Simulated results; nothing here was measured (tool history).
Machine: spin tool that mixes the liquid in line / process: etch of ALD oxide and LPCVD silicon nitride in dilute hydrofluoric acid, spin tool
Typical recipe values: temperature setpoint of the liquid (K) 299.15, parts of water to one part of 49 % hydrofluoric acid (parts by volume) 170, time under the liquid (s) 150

run   hour  temperature setpoint of the liquid (K)  parts of water to one part of 49 % hydrofluoric acid (parts by volume)  time under the liquid (s)  wafers since the last listed run  hours since the thermometer was replaced  hours since the hydrofluoric acid flow meter was replaced  hours since the gauge calibration  read-back film thickness of the ALD oxide reference wafer, read on the same gauge (nm)  read-back film thickness of the LPCVD silicon nitride reference wafer, read on the same gauge (nm)  thickness taken off the ALD oxide on a monitor wafer (nm)  thickness taken off the LPCVD silicon nitride on a monitor wafer (nm)
  1      0                                  299.15                                                                     170                        150                                 0                                     765.4                                                     1841.5                              497.7                                                                                  152.51                                                                                             101.647                                                       8.55                                                                  0.502
      32.9  -- hydrofluoric acid flow meter replaced
  2   33.4                                  299.15                                                                     170                        150                               282                                     798.8                                                        0.5                              531.1                                                                                  152.72                                                                                              101.76                                                       8.51                                                                  0.509
  3  101.9                                  299.15                                                                     170                        150                               598                                     867.3                                                         69                              599.6                                                                                  153.13                                                                                              102.11                                                       8.61                                                                  0.522
  4  123.6                                  299.15                                                                     170                        150                               189                                       889                                                       90.7                              621.3                                                                                  153.24                                                                                             102.129                                                       8.46                                                                  0.523
  5  159.4                                  299.15                                                                     170                        150                               312                                     924.8                                                      126.5                              657.1                                                                                  153.46                                                                                             102.294                                                       8.69                                                                   0.53
  6  191.6                                  301.15                                                                     210                        150                               281                                       957                                                      158.7                              689.3                                                                                  153.69                                                                                             102.419                                                       7.09                                                                  0.451
  7  211.4                                  300.65                                                                     170                        240                               172                                     976.8                                                      178.5                              709.1                                                                                   153.8                                                                                             102.543                                                      14.51                                                                  0.835
  8  246.5                                  301.65                                                                     105                        105                               306                                    1011.9                                                      213.6                              744.2                                                                                  153.98                                                                                             102.644                                                      11.65                                                                  0.677
  9  321.8                                  299.15                                                                     115                        125                               657                                    1087.2                                                      288.9                              819.5                                                                                  154.45                                                                                             102.916                                                      11.36                                                                  0.615
 10  349.3                                  299.15                                                                     225                        150                               240                                    1114.7                                                      316.4                                847                                                                                  154.65                                                                                             103.059                                                       6.11                                                                  0.378
 11  374.1                                  302.15                                                                     170                         85                               216                                    1139.5                                                      341.2                              871.8                                                                                   154.7                                                                                             103.165                                                       5.47                                                                   0.37
     398.6  -- gauge calibrated
 12  409.6                                  299.15                                                                     245                        225                               309                                      1175                                                      376.7                                 11                                                                                     150                                                                                             100.044                                                       7.99                                                                  0.503
 13  429.7                                  301.15                                                                     210                        150                               175                                    1195.1                                                      396.8                               31.1                                                                                  150.11                                                                                             100.086                                                       6.95                                                                    0.5
 14  447.3                                  299.15                                                                     170                        150                               153                                    1212.7                                                      414.4                               48.7                                                                                   150.2                                                                                             100.172                                                       8.42                                                                  0.507
 15  476.7                                  297.65                                                                     170                        215                               256                                    1242.1                                                      443.8                               78.1                                                                                  150.39                                                                                             100.257                                                       11.4                                                                  0.618
 16  502.5                                  303.15                                                                     170                        180                               225                                    1267.9                                                      469.6                              103.9                                                                                  150.59                                                                                             100.347                                                      11.57                                                                  0.787
     511.5  -- thermometer replaced
 17  527.6                                  299.15                                                                     170                        150                               210                                      16.1                                                      494.7                                129                                                                                  150.73                                                                                             100.449                                                       8.46                                                                  0.451
 18  548.2                                  299.15                                                                     170                        150                               179                                      36.7                                                      515.3                              149.6                                                                                  150.87                                                                                             100.567                                                       8.48                                                                  0.479

Run 19 has not been measured yet. What should we expect?
 19  605.6                                  299.15                                                                     170                        150                               501                                      94.1                                                      572.7                                207                                                                                       ?                                                                                                   ?                                                          ?                                                                      ?

{"run 19": {"read-back film thickness of the ALD oxide reference wafer, read on the same gauge (nm)": 151.16, "read-back film thickness of the LPCVD silicon nitride reference wafer, read on the same gauge (nm)": 100.755, "thickness taken off the ALD oxide on a monitor wafer (nm)": 8.44, "thickness taken off the LPCVD silicon nitride on a monitor wafer (nm)": 0.534}}
With no hidden state in the tool, this same run would have given thickness taken off the ALD oxide on a monitor wafer (nm) 8.37, thickness taken off the LPCVD silicon nitride on a monitor wafer (nm) 0.529.
